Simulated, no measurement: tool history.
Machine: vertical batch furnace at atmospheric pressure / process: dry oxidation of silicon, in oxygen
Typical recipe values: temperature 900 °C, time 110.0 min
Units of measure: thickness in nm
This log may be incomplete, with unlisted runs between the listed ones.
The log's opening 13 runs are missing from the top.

run    hour  temperature   time  wafers since the last listed run  hours since the last temperature calibration  hours since the boat lift was adjusted  hours since the gauge calibration  read-back reference wafer on the same gauge, thickness  thickness
 14   664.4          900  110.0                               526                                        1915.0                                  1526.4                             1602.3                                                   46.62      42.64
 15   717.3          900  110.0                               697                                        1967.9                                  1579.3                             1655.2                                                   46.58      42.85
      747.4  -- thermocouples replaced and temperature profile calibrated
      754.1  -- boat lift adjusted
 16   755.8          913  110.0                               102                                           8.4                                     1.7                             1693.7                                                   46.65      49.58
      769.8  -- gauge calibrated
 17   780.4          913  110.0                               324                                          33.0                                    26.3                               10.6                                                   46.67      49.44
 18   849.9          913  110.0                               916                                         102.5                                    95.8                               80.1                                                   46.55      49.88
 19   913.6          900  110.0                               839                                         166.2                                   159.5                              143.8                                                   46.56      43.82
      967.8  -- thermocouples replaced and temperature profile calibrated, repeated, since the last time left the tool worse
 20   968.3          900  110.0                               404                                           0.5                                   214.2                              198.5                                                   46.60      41.73
 21   995.6          900  110.0                               359                                          27.8                                   241.5                              225.8                                                   46.63      41.99
 22  1036.1          888  110.0                               534                                          68.3                                   282.0                              266.3                                                   46.55      37.26
 23  1079.7          919  110.0                               574                                         111.9                                   325.6                              309.9                                                   46.67      50.37
 24  1137.5          900  134.5                               762                                         169.7                                   383.4                              367.7                                                   46.64      47.84
 25  1195.3          881   63.0                               762                                         227.5                                   441.2                              425.5                                                   46.64      24.50
 26  1230.9          900  110.0                               469                                         263.1                                   476.8                              461.1                                                   46.57      41.93
 27  1281.4          900  110.0                               665                                         313.6                                   527.3                              511.6                                                   46.58      41.87
 28  1308.8          886   93.5                               361                                         341.0                                   554.7                              539.0                                                   46.57      32.85
 29  1333.5          915  132.5                               325                                         365.7                                   579.4                              563.7                                                   46.55      54.54
 30  1361.7          917   80.0                               371                                         393.9                                   607.6                              591.9                                                   46.60      40.10
 31  1412.2          900  110.0                               665                                         444.4                                   658.1                              642.4                                                   46.64      41.91
 32  1468.5          889   94.5                               742                                         500.7                                   714.4                              698.7                                                   46.60      34.21
 33  1509.3          900  110.0                               537                                         541.5                                   755.2                              739.5                                                   46.54      41.98
 34  1566.4          876  128.0                               752                                         598.6                                   812.3                              796.6                                                   46.56      36.84
 35  1642.1          900  110.0                               998                                         674.3                                   888.0                              872.3                                                   46.57      42.11
 36  1705.6          913  152.5                               837                                         737.8                                   951.5                              935.8                                                   46.62      59.31

Run 37 has not been measured yet. What should we expect?
 37  1764.0          907  135.5                               770                                         796.2                                  1009.9                              994.2                                                       ?          ?

Run 37 gave read-back reference wafer on the same gauge, thickness 46.58, thickness 51.51 nm.
The same run, on a tool lacking any hidden state, would have yielded thickness 51.16 nm.

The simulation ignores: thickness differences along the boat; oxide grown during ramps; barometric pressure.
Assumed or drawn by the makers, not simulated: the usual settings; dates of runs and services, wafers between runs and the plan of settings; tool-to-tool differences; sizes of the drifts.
